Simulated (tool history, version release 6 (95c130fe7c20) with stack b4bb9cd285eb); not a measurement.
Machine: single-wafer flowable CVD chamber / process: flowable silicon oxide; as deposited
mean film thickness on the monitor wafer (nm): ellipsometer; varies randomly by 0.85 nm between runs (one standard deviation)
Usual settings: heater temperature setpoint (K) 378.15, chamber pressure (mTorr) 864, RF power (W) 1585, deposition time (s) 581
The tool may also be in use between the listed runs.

run	hour	heater temperature setpoint (K)	chamber pressure (mTorr)	RF power (W)	deposition time (s)	read-back reference wafer on the same gauge, thickness_nm	mean film thickness on the monitor wafer (nm)
1	0.0	378.15	864	1585	581	334.995	272.474
2	12.4	378.15	864	1585	581	334.855	273.752
3	23.6	366.15	797	1585	581	335.002	356.781
# hour 34.9: RF generator calibrated
4	35.8	366.15	797	1585	581	335.083	354.880
5	44.2	366.15	797	1585	581	334.862	356.006
6	55.8	378.15	864	1585	581	334.960	272.545
7	65.1	378.15	864	1585	581	335.129	272.947
# hour 70.2: gauge calibrated
8	79.1	389.15	864	1750	619	335.031	216.878
# hour 97.8: capacitance manometer re-zeroed and calibrated
9	98.3	391.15	1057	1815	647	334.896	282.500
10	107.9	373.15	1030	1475	665	334.969	449.769
11	115.3	391.15	1060	1585	581	334.780	248.120
12	129.1	378.15	768	1885	581	334.893	268.474
13	140.5	387.15	1034	1585	581	334.888	269.280
14	147.4	378.15	864	1585	581	334.957	290.140
# hour 156.1: showerhead replaced
15	157.7	378.15	864	1585	483	334.897	241.762
16	165.8	378.15	864	1585	581	335.010	289.740
17	173.3	378.15	864	1585	581	334.894	291.064
# hour 187.3: thermocouple changed; heater temperature recalibrated
18	188.5	378.15	985	1585	581	334.859	330.702
19	194.9	378.15	785	1585	581	335.125	264.959
20	211.2	378.15	864	1340	581	334.975	278.583
21	225.2	378.15	864	1585	581	334.764	291.629
22	240.3	378.15	661	1585	581	335.159	222.632
23	250.9	378.15	864	1585	581	334.933	290.184
24	262.1	378.15	864	1585	643	334.961	321.099
25	273.3	371.15	864	1840	548	335.012	348.014
26	288.2	370.15	1007	1585	581	335.199	426.289
27	300.9	378.15	716	1875	581	335.139	248.509
28	315.9	364.15	677	1275	581	335.167	322.971

A few steps of mean film thickness on the monitor wafer (nm) between consecutive runs. Split each: what settings, incoming material and random variation would produce without the hidden state, and what is left over for the hidden state, along with gauge scatter present in only one of the two compared results (measured, and without hidden state):
What the log doesn't record here: wafer temperature above the value expected at the setpoint (K); delivered RF power above the setpoint (%); true pressure above the setpoint (%); gauge reads high (%).
Run 2 -> 3: heater temperature setpoint (K) 378.15 -> 366.15, chamber pressure (mTorr) 864 -> 797. mean film thickness on the monitor wafer (nm) +83.029: hidden state -7.400, all else +90.429.
Run 8 -> 9: heater temperature setpoint (K) 389.15 -> 391.15, chamber pressure (mTorr) 864 -> 1057, RF power (W) 1750 -> 1815, deposition time (s) 619 -> 647, capacitance manometer re-zeroed and calibrated. mean film thickness on the monitor wafer (nm) +65.622: hidden state +15.391, all else +50.231.
Run 10 -> 11: heater temperature setpoint (K) 373.15 -> 391.15, chamber pressure (mTorr) 1030 -> 1060, RF power (W) 1475 -> 1585, deposition time (s) 665 -> 581. mean film thickness on the monitor wafer (nm) -201.649: hidden state +1.655, all else -203.304.
Run 26 -> 27: heater temperature setpoint (K) 370.15 -> 378.15, chamber pressure (mTorr) 1007 -> 716, RF power (W) 1585 -> 1875. mean film thickness on the monitor wafer (nm) -177.780: hidden state +2.116, all else -179.896.
